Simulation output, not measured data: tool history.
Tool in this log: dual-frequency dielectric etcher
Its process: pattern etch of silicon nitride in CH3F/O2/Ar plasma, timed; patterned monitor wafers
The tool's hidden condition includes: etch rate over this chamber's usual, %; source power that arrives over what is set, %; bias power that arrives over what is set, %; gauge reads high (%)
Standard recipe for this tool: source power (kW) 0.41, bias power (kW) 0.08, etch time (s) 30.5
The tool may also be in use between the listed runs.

run,hour,source power (kW),bias power (kW),etch time (s),wafers since the last listed run,hours since the last wet clean,hours since the last source power generator calibration,hours since the last bias power generator calibration,hours since the last upper electrode change,hours since the gauge calibration,"read-back reference wafer on the same gauge, depth_nm",mean etch depth across the wafer (nm)
1,0,0.41,0.08,30.5,0,11.8,819.9,3703.9,4648.8,867.2,17.99,21.81
2,57.7,0.41,0.08,30.5,672,69.5,877.6,3761.6,4706.5,924.9,18.01,21.79
3,101.7,0.41,0.094,37,513,113.5,921.6,3805.6,4750.5,968.9,17.99,27.87
4,152.3,0.41,0.094,37,589,164.1,972.2,3856.2,4801.1,1019.5,18,27.92
5,184.1,0.48,0.08,30.5,370,195.9,1004,3888,4832.9,1051.3,18,23.74
6,238.6,0.41,0.08,27,635,250.4,1058.5,3942.5,4887.4,1105.8,18.02,19.47
# hour 404: wet clean of the chamber
7,414.4,0.41,0.08,30.5,1769,10.4,1234.3,4118.3,5063.2,1281.6,17.98,21.91
8,443.9,0.41,0.08,30.5,343,39.9,1263.8,4147.8,5092.7,1311.1,17.99,21.94
9,577.5,0.41,0.08,30.5,1557,173.5,1397.4,4281.4,5226.3,1444.7,18.04,21.85
# hour 600.2: gauge calibrated
10,640.3,0.41,0.08,30.5,732,236.3,1460.2,4344.2,5289.1,40.1,17.98,21.99
# hour 653.4: bias power generator calibrated
11,692.8,0.41,0.08,30.5,565,288.8,1512.7,39.4,5341.6,92.6,17.99,21.89
12,723,0.41,0.08,30.5,352,319,1542.9,69.6,5371.8,122.8,17.99,21.89
13,767.4,0.41,0.073,39.5,517,363.4,1587.3,114,5416.2,167.2,17.99,27.56
# hour 797: wet clean of the chamber
# hour 815.6: upper electrode replaced
14,816.1,0.49,0.08,30.5,71,19.1,1636,162.7,0.5,215.9,18,23.97
# hour 828.4: source power generator calibrated
15,834.9,0.41,0.08,30.5,172,37.9,6.5,181.5,19.3,234.7,17.99,21.93
16,904.2,0.49,0.092,24.5,807,107.2,75.8,250.8,88.6,304,18.03,20.2
17,949.7,0.49,0.07,37,530,152.7,121.3,296.3,134.1,349.5,17.99,27.98
18,1011.7,0.34,0.066,22.5,722,214.7,183.3,358.3,196.1,411.5,18,13.73
19,1040.7,0.41,0.075,25.5,338,243.7,212.3,387.3,225.1,440.5,17.98,18.07
20,1111.8,0.36,0.08,39,828,314.8,283.4,458.4,296.2,511.6,17.99,26.01
21,1177.7,0.38,0.08,37,768,380.7,349.3,524.3,362.1,577.5,18,25.33
# hour 1236.2: wet clean of the chamber
22,1236.7,0.41,0.08,30.5,408,0.5,408.3,583.3,421.1,636.5,17.99,22.11

Each row is a separate what-if for the run after 22, all from the same tool condition, not one after another. Results?
A,1237.1,0.41,0.08,30.5,4,0.9,408.7,583.7,421.5,636.9,?,?
B,1237.1,0.41,0.099,36.5,4,0.9,408.7,583.7,421.5,636.9,?,?
C,1237.1,0.41,0.074,34,4,0.9,408.7,583.7,421.5,636.9,?,?

run,"read-back reference wafer on the same gauge, depth_nm",mean etch depth across the wafer (nm)
A,17.96,21.9
B,17.96,28.07
C,17.96,23.83
The same runs, with their run-to-run variation unchanged, on a tool lacking any hidden condition would have given:
run,mean etch depth across the wafer (nm)
A,21.9
B,28.07
C,23.83
